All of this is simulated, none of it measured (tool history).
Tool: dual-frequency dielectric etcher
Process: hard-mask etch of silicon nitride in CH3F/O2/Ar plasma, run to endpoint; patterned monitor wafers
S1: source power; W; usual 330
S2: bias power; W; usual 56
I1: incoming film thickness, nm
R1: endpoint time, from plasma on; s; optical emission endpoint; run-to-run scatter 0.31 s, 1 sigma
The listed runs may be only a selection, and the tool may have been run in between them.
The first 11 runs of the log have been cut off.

Run 12, hour 360.5: usual settings; I1 31.55. Result: R1 55.8 s.
Run 13, hour 391.6: usual settings; I1 31.61. Result: R1 56 s.
Run 14, hour 425.6: usual settings; I1 31.58. Result: R1 55.7 s.
Run 15, hour 459.9: usual settings but S2 65 W; I1 31.52. Result: R1 52.6 s.
Run 16, hour 475: usual settings; I1 31.6. Result: R1 56.4 s.
Run 17, hour 509: usual settings; I1 31.75. Result: R1 56.2 s.
At hour 543.6: wet clean of the chamber.
Run 18, hour 544.1: usual settings but S1 280 W, S2 47 W; I1 31.92. Result: R1 64.2 s.
Run 19, hour 544.5: usual settings; I1 31.82. Result: R1 56.8 s.
At hour 552.8: bias power generator calibrated.
Run 20, hour 570.7: usual settings but S1 370 W, S2 70 W; I1 31.64. Result: R1 49.4 s.
Run 21, hour 596.9: usual settings; I1 31.64. Result: R1 55.7 s.
Run 22, hour 609.1: usual settings; I1 31.68. Result: R1 56.2 s.
Run 23, hour 632.2: usual settings but S2 61 W; I1 31.34. Result: R1 53.7 s.
Run 24, hour 666.1: usual settings but S1 270 W, S2 60 W; I1 31.57. Result: R1 58.1 s.
Run 25, hour 700.3: usual settings but S1 350 W, S2 67 W; I1 32.06. Result: R1 51.8 s.
Run 26, hour 716.9: usual settings but S1 350 W; I1 31.72. Result: R1 55 s.
Run 27, hour 748.9: usual settings; I1 31.92. Result: R1 56.9 s.
Run 28, hour 768.8: usual settings; I1 31.82. Result: R1 56.4 s.
Run 29, hour 795.8: usual settings but S1 370 W, S2 51 W; I1 31.63. Result: R1 55.7 s.
Run 30, hour 822.5: usual settings but S1 300 W, S2 64 W; I1 31.57. Result: R1 54.9 s.
Run 31, hour 839.2: usual settings but S2 43 W; I1 31.65. Result: R1 61.9 s.
Run 32, hour 874.9: usual settings but S1 280 W, S2 48 W; I1 31.55. Result: R1 63.5 s.
At hour 922.1: wet clean of the chamber.
Run 33, hour 961.3: usual settings but S1 250 W, S2 66 W; I1 31.6. Result: R1 58.3 s.
Run 34, hour 977.2: usual settings; I1 31.69. Result: R1 55.5 s.
Run 35, hour 1006.6: usual settings but S1 410 W, S2 51 W; I1 31.72. Result: R1 53.5 s.
Run 36, hour 1018.8: usual settings but S1 390 W, S2 68 W; I1 31.31. Result: R1 47.5 s.

3 ways to go on from here, each from the tool as it stands after run 36. What would each give?
Run A, hour 1019.2: usual settings; I1 31.64. Result: R1 ?.
Run B, hour 1019.2: usual settings but S1 290 W, S2 62 W; I1 31.64. Result: R1 ?.
Run C, hour 1019.2: usual settings but S1 280 W, S2 43 W; I1 31.64. Result: R1 ?.

run    R1
  A  55.5
  B    56
  C  65.7
With no hidden state in the tool, these same runs would have given:
run    R1
  A  55.5
  B    56
  C  65.7
